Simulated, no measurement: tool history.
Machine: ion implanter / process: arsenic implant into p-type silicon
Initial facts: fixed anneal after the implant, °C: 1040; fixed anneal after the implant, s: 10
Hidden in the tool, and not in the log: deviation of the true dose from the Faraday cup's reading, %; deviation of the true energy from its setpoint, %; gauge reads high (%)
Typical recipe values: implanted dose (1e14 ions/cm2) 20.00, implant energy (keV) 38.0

run	day	implanted dose (1e14 ions/cm2)	implant energy (keV)	wafers since the last listed run	hours since the last dose calibration	hours since the extraction supply was calibrated	hours since the gauge calibration	read-back reference wafer on the same gauge, sheet resistance	sheet resistance of the implanted and annealed layer (ohm/square)
1	0.000	20.00	38.0	0	963.2	2816.7	132.0	84.65	77.31
2	0.825	20.00	38.0	510	983.0	2836.5	151.8	84.61	77.72
3	2.042	20.00	38.0	752	1012.2	2865.7	181.0	84.59	77.75
4	2.671	20.00	38.0	388	1027.3	2880.8	196.1	84.54	77.38
5	3.675	20.00	48.5	620	1051.4	2904.9	220.2	84.70	70.77
6	7.188	16.51	38.0	2171	1135.7	2989.2	304.5	84.56	83.62
7	8.317	20.00	38.0	698	1162.8	3016.3	331.6	84.68	77.39
8	9.700	20.00	38.0	855	1196.0	3049.5	364.8	84.61	76.96
9	11.125	20.00	29.0	880	1230.2	3083.7	399.0	84.64	85.63
# day 12.262: Faraday cup replaced and dose calibrated
10	12.367	20.00	29.0	561	2.5	3113.5	428.8	84.63	84.40
11	13.408	20.00	29.0	643	27.5	3138.5	453.8	84.53	85.00
12	14.262	20.00	38.0	528	48.0	3159.0	474.3	84.55	76.04
13	15.083	20.00	38.0	507	67.7	3178.7	494.0	84.62	76.59
# day 15.717: extraction supply calibrated
14	16.333	20.00	38.0	566	97.7	14.8	524.0	84.56	76.48
# day 17.496: Faraday cup replaced and dose calibrated, repeated, since the last time left the tool worse
15	17.517	20.00	43.0	525	0.5	43.2	552.4	84.55	74.90
16	18.279	20.00	38.0	471	18.8	61.5	570.7	84.61	78.47
17	19.129	25.34	38.0	525	39.2	81.9	591.1	84.66	72.47
18	19.688	24.56	46.0	345	52.6	95.3	604.5	84.55	67.63
19	21.112	20.00	38.0	880	86.8	129.5	638.7	84.57	78.10
20	21.792	20.00	38.0	419	103.1	145.8	655.0	84.59	77.90
21	25.883	22.48	24.5	2529	201.3	244.0	753.2	84.66	88.75

What will run 22 give?
# day 26.900: gauge calibrated
22	27.379	15.13	26.5	924	237.2	279.9	11.5	?	?

Run 22 came out at read-back reference wafer on the same gauge, sheet resistance 84.56, sheet resistance of the implanted and annealed layer (ohm/square) 97.37.
Were there no unlogged condition in the tool, this run, its random variation unchanged, would have produced sheet resistance of the implanted and annealed layer (ohm/square) 97.34.

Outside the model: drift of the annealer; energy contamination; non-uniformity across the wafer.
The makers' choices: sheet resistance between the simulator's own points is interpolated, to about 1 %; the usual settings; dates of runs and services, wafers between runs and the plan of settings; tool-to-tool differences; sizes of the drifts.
